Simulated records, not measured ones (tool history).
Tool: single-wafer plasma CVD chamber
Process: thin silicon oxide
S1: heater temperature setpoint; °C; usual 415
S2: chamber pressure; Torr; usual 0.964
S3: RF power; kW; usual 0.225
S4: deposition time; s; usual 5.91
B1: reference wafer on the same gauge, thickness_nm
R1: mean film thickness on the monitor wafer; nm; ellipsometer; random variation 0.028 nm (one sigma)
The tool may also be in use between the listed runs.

run 1 hour=0.0 | S1=419 S2=0.964 S3=0.225 S4=5.91 | B1=11.585 | R1=10.194
run 2 hour=16.3 | S1=415 S2=0.964 S3=0.225 S4=5.91 | B1=11.600 | R1=10.251
run 3 hour=31.0 | S1=415 S2=0.964 S3=0.225 S4=5.91 | B1=11.593 | R1=10.205
run 4 hour=37.1 | S1=415 S2=0.964 S3=0.225 S4=5.91 | B1=11.591 | R1=10.256
run 5 hour=48.4 | S1=415 S2=0.964 S3=0.215 S4=5.91 | B1=11.598 | R1=10.003
run 6 hour=63.6 | S1=405 S2=0.964 S3=0.225 S4=5.91 | B1=11.587 | R1=10.290
-- hour=67.1 gauge calibrated
run 7 hour=69.9 | S1=415 S2=0.964 S3=0.225 S4=5.91 | B1=11.593 | R1=10.201
run 8 hour=79.8 | S1=415 S2=0.964 S3=0.225 S4=5.91 | B1=11.594 | R1=10.211
run 9 hour=86.1 | S1=415 S2=0.855 S3=0.225 S4=5.91 | B1=11.595 | R1=8.947
run 10 hour=99.7 | S1=427 S2=0.964 S3=0.225 S4=5.91 | B1=11.595 | R1=10.119
-- hour=114.4 showerhead replaced
run 11 hour=114.9 | S1=426 S2=0.751 S3=0.240 S4=5.30 | B1=11.594 | R1=6.934
-- hour=124.3 thermocouple changed; heater temperature recalibrated
run 12 hour=124.8 | S1=415 S2=1.031 S3=0.225 S4=5.91 | B1=11.615 | R1=10.872
-- hour=133.5 RF generator calibrated
-- hour=141.7 capacitance manometer re-zeroed and calibrated
run 13 hour=168.0 | S1=422 S2=1.149 S3=0.225 S4=5.91 | B1=11.607 | R1=11.329
run 14 hour=177.1 | S1=406 S2=0.964 S3=0.200 S4=5.91 | B1=11.605 | R1=9.141
run 15 hour=191.6 | S1=422 S2=0.777 S3=0.225 S4=5.91 | B1=11.591 | R1=7.404
run 16 hour=206.5 | S1=404 S2=0.775 S3=0.195 S4=5.91 | B1=11.608 | R1=6.851
run 17 hour=222.6 | S1=415 S2=0.964 S3=0.225 S4=5.91 | B1=11.594 | R1=9.696
-- hour=235.7 capacitance manometer re-zeroed and calibrated, repeated, since the last time left the tool worse
run 18 hour=236.2 | S1=415 S2=0.964 S3=0.225 S4=5.91 | B1=11.609 | R1=10.745
run 19 hour=242.1 | S1=415 S2=0.964 S3=0.225 S4=5.91 | B1=11.609 | R1=10.695
run 20 hour=254.9 | S1=415 S2=0.964 S3=0.225 S4=5.91 | B1=11.594 | R1=10.717
run 21 hour=265.3 | S1=415 S2=0.855 S3=0.225 S4=5.91 | B1=11.601 | R1=9.430
run 22 hour=310.0 | S1=409 S2=0.964 S3=0.225 S4=5.91 | B1=11.589 | R1=10.713
run 23 hour=321.6 | S1=415 S2=0.964 S3=0.225 S4=5.91 | B1=11.610 | R1=10.647
run 24 hour=333.4 | S1=415 S2=0.964 S3=0.225 S4=5.91 | B1=11.598 | R1=10.669
run 25 hour=350.2 | S1=415 S2=0.964 S3=0.225 S4=5.13 | B1=11.595 | R1=9.227
run 26 hour=367.6 | S1=415 S2=1.160 S3=0.225 S4=5.91 | B1=11.603 | R1=12.363
run 27 hour=374.6 | S1=415 S2=0.964 S3=0.225 S4=5.12 | B1=11.602 | R1=9.251
run 28 hour=389.9 | S1=427 S2=0.964 S3=0.225 S4=5.34 | B1=11.610 | R1=9.537
run 29 hour=407.8 | S1=429 S2=0.964 S3=0.185 S4=5.91 | B1=11.601 | R1=9.476

3 ways to go on from here, each from the tool as it stands after run 29. What would each give?
run A hour=408.2 | S1=415 S2=0.964 S3=0.225 S4=4.91 | B1=? | R1=?
run B hour=408.2 | S1=415 S2=0.964 S3=0.235 S4=5.60 | B1=? | R1=?
run C hour=408.2 | S1=415 S2=0.859 S3=0.260 S4=5.91 | B1=? | R1=?

run=A B1=11.602 R1=8.868
run=B B1=11.602 R1=10.342
run=C B1=11.602 R1=10.169
Without the tool's hidden state the same runs would have given:
run=A R1=8.886
run=B R1=10.364
run=C R1=10.190
